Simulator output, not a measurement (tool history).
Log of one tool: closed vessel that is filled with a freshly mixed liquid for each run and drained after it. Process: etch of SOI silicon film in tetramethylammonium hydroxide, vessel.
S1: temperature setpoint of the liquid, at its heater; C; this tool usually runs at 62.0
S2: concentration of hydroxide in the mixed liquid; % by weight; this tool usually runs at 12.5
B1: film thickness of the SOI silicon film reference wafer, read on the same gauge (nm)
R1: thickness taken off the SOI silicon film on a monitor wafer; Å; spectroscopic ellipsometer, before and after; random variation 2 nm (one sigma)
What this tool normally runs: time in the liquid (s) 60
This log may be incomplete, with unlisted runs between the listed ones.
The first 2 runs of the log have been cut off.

{"run": 3, "hour": 104.6, "S1": 58.0, "S2": 12.5, "time in the liquid (s)": 70, "B1": 49.99, "R1": 2058.6}
{"run": 4, "hour": 172.3, "S1": 58.0, "S2": 12.5, "time in the liquid (s)": 70, "B1": 50.03, "R1": 2110.0}
{"run": 5, "hour": 204.0, "S1": 56.0, "S2": 12.5, "time in the liquid (s)": 60, "B1": 49.99, "R1": 1587.3}
{"run": 6, "hour": 233.7, "S1": 62.0, "S2": 12.5, "time in the liquid (s)": 60, "B1": 50.02, "R1": 2303.7}
{"run": 7, "hour": 273.7, "S1": 62.0, "S2": 12.5, "time in the liquid (s)": 60, "B1": 49.97, "R1": 2310.3}
{"run": 8, "hour": 313.4, "S1": 62.0, "S2": 12.5, "time in the liquid (s)": 60, "B1": 50.02, "R1": 2309.6}
{"run": 9, "hour": 342.6, "S1": 67.5, "S2": 12.5, "time in the liquid (s)": 60, "B1": 50.01, "R1": 3138.6}
{"run": 10, "hour": 391.1, "S1": 67.5, "S2": 12.5, "time in the liquid (s)": 60, "B1": 50.04, "R1": 3224.2}
{"run": 11, "hour": 445.6, "S1": 62.0, "S2": 12.5, "time in the liquid (s)": 60, "B1": 49.97, "R1": 2289.8}
{"hour": 449.0, "done": "hydroxide flow meter replaced"}
{"run": 12, "hour": 490.5, "S1": 62.0, "S2": 12.5, "time in the liquid (s)": 60, "B1": 49.98, "R1": 2430.7}
{"run": 13, "hour": 534.1, "S1": 62.0, "S2": 12.5, "time in the liquid (s)": 60, "B1": 50.0, "R1": 2403.3}
{"run": 14, "hour": 583.3, "S1": 62.0, "S2": 12.5, "time in the liquid (s)": 60, "B1": 50.02, "R1": 2449.5}
{"run": 15, "hour": 648.4, "S1": 62.0, "S2": 12.5, "time in the liquid (s)": 90, "B1": 50.05, "R1": 3636.9}
{"run": 16, "hour": 705.6, "S1": 65.0, "S2": 14.0, "time in the liquid (s)": 60, "B1": 50.0, "R1": 2758.7}
{"run": 17, "hour": 766.8, "S1": 64.5, "S2": 12.5, "time in the liquid (s)": 60, "B1": 49.98, "R1": 2862.0}
{"hour": 798.6, "done": "gauge calibrated"}
{"run": 18, "hour": 815.3, "S1": 62.0, "S2": 12.5, "time in the liquid (s)": 60, "B1": 50.01, "R1": 2449.5}
{"run": 19, "hour": 845.5, "S1": 68.5, "S2": 14.5, "time in the liquid (s)": 70, "B1": 49.98, "R1": 3921.6}
{"run": 20, "hour": 913.2, "S1": 62.0, "S2": 10.0, "time in the liquid (s)": 30, "B1": 49.98, "R1": 1333.3}
{"hour": 939.2, "done": "thermometer replaced"}
{"run": 21, "hour": 974.1, "S1": 58.5, "S2": 15.0, "time in the liquid (s)": 60, "B1": 50.02, "R1": 1660.3}
{"run": 22, "hour": 1043.3, "S1": 62.0, "S2": 10.5, "time in the liquid (s)": 35, "B1": 49.99, "R1": 1401.2}
{"run": 23, "hour": 1114.7, "S1": 62.0, "S2": 16.5, "time in the liquid (s)": 60, "B1": 50.04, "R1": 2018.1}

What will run 24 give?
{"run": 24, "hour": 1182.6, "S1": 64.5, "S2": 14.5, "time in the liquid (s)": 30, "B1": "?", "R1": "?"}

B1: 49.97
R1: 1214.7 Å
With no hidden state in the tool, this same run would have given R1 1220.1 Å.

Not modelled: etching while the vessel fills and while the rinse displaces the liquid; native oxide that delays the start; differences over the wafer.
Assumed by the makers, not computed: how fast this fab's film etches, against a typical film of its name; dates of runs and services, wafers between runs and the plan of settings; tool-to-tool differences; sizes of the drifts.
